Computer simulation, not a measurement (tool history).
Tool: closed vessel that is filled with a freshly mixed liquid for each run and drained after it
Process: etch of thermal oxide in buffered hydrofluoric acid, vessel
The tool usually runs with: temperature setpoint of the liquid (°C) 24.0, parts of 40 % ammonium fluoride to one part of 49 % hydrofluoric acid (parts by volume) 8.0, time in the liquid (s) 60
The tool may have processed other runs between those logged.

run    hour  temperature setpoint of the liquid (°C)  parts of 40 % ammonium fluoride to one part of 49 % hydrofluoric acid (parts by volume)  time in the liquid (s)  read-back film thickness of the thermal oxide reference wafer, read on the same gauge (nm)  thickness taken off the thermal oxide on a monitor wafer (angstrom)
  1     0.0                                     24.0                                                                                      8.0                      60                                                                                       59.97                                                                781.5
  2   102.5                                     24.0                                                                                      8.0                      60                                                                                       60.00                                                                783.7
  3   132.7                                     20.0                                                                                      8.0                      60                                                                                       59.97                                                                622.6
  4   171.1                                     20.0                                                                                      8.0                      60                                                                                       60.01                                                                622.5
  5   222.4                                     20.0                                                                                      8.0                      60                                                                                       59.96                                                                640.5
  6   275.5                                     24.0                                                                                      8.0                      60                                                                                       60.05                                                                766.6
  7   333.1                                     24.0                                                                                      8.0                      60                                                                                       60.02                                                                780.6
  8   404.2                                     24.0                                                                                      8.0                      60                                                                                       60.06                                                                778.4
  9   442.6                                     21.0                                                                                      6.0                      60                                                                                       60.00                                                                865.0
 10   476.6                                     21.0                                                                                      6.0                      60                                                                                       59.98                                                                851.7
 11   504.3                                     24.0                                                                                      8.0                      60                                                                                       59.98                                                                773.9
 12   566.9                                     26.0                                                                                      9.5                      35                                                                                       60.00                                                                393.3
 13   623.1                                     24.0                                                                                      8.0                      60                                                                                       60.01                                                                711.3
 14   660.2                                     24.0                                                                                      8.0                      60                                                                                       60.00                                                                721.6
 15   712.1                                     20.0                                                                                      8.0                      40                                                                                       60.01                                                                382.9
 16   769.9                                     22.5                                                                                      6.0                      30                                                                                       59.94                                                                434.6
 17   813.4                                     24.0                                                                                      8.0                      60                                                                                       59.99                                                                705.0
 18   855.1                                     22.0                                                                                     10.0                      60                                                                                       60.04                                                                627.4
 19   924.1                                     20.5                                                                                     10.0                      60                                                                                       60.00                                                                563.7
 20   949.4                                     29.0                                                                                      8.0                      50                                                                                       60.03                                                                913.7
 21  1017.5                                     24.0                                                                                      8.0                      60                                                                                       59.99                                                                822.3
 22  1068.7                                     24.0                                                                                      8.0                      60                                                                                       59.94                                                                835.8
 23  1241.2                                     29.0                                                                                      9.5                      75                                                                                       60.01                                                               1138.7
 24  1275.4                                     24.0                                                                                      8.0                      60                                                                                       60.04                                                                827.5
 25  1359.9                                     24.0                                                                                      8.0                      60                                                                                       60.01                                                                824.8
 26  1405.3                                     19.5                                                                                      5.0                      85                                                                                       60.06                                                               1387.5
 27  1439.0                                     27.0                                                                                      8.0                      60                                                                                       60.03                                                                958.1
 28  1473.6                                     26.5                                                                                      6.5                      90                                                                                       60.03                                                               1741.2
 29  1499.3                                     24.0                                                                                     10.0                      95                                                                                       60.00                                                               1079.8
 30  1557.3                                     24.0                                                                                      8.0                      75                                                                                       59.98                                                               1015.4
 31  1624.3                                     24.0                                                                                      5.5                      60                                                                                       59.99                                                               1150.0
 32  1680.0                                     24.0                                                                                      6.5                      40                                                                                       60.03                                                                668.2
 33  1722.8                                     29.0                                                                                      8.0                      50                                                                                       60.02                                                                866.7

Removed from this log: 4 entries logged between the listed runs. Between which two listed runs does each belong, and how does the tool's hidden state at the listed run before it compare with that at the listed run after it?
Run 11 -> run 12: thermometer replaced (hour 517.2); hydrofluoric acid flow meter replaced (hour 536.2)
  liquid colder than its thermometer reads (K): 1.71 -> 3.01
  the result without the hidden state subtracted from the measured one, thickness taken off the thermal oxide on a monitor wafer (angstrom): -76.0 -> -69.9
Run 17 -> run 18: thermometer replaced, repeated, since the last time left the tool worse (hour 847.9)
  liquid colder than its thermometer reads (K): 3.23 -> 0.173
  the result without the hidden state subtracted from the measured one, thickness taken off the thermal oxide on a monitor wafer (angstrom): -137.2 -> -5.9
Run 22 -> run 23: gauge calibrated (hour 1110.1)
  liquid colder than its thermometer reads (K): 0.361 -> 0.512
  the result without the hidden state subtracted from the measured one, thickness taken off the thermal oxide on a monitor wafer (angstrom): -16.5 -> -31.1

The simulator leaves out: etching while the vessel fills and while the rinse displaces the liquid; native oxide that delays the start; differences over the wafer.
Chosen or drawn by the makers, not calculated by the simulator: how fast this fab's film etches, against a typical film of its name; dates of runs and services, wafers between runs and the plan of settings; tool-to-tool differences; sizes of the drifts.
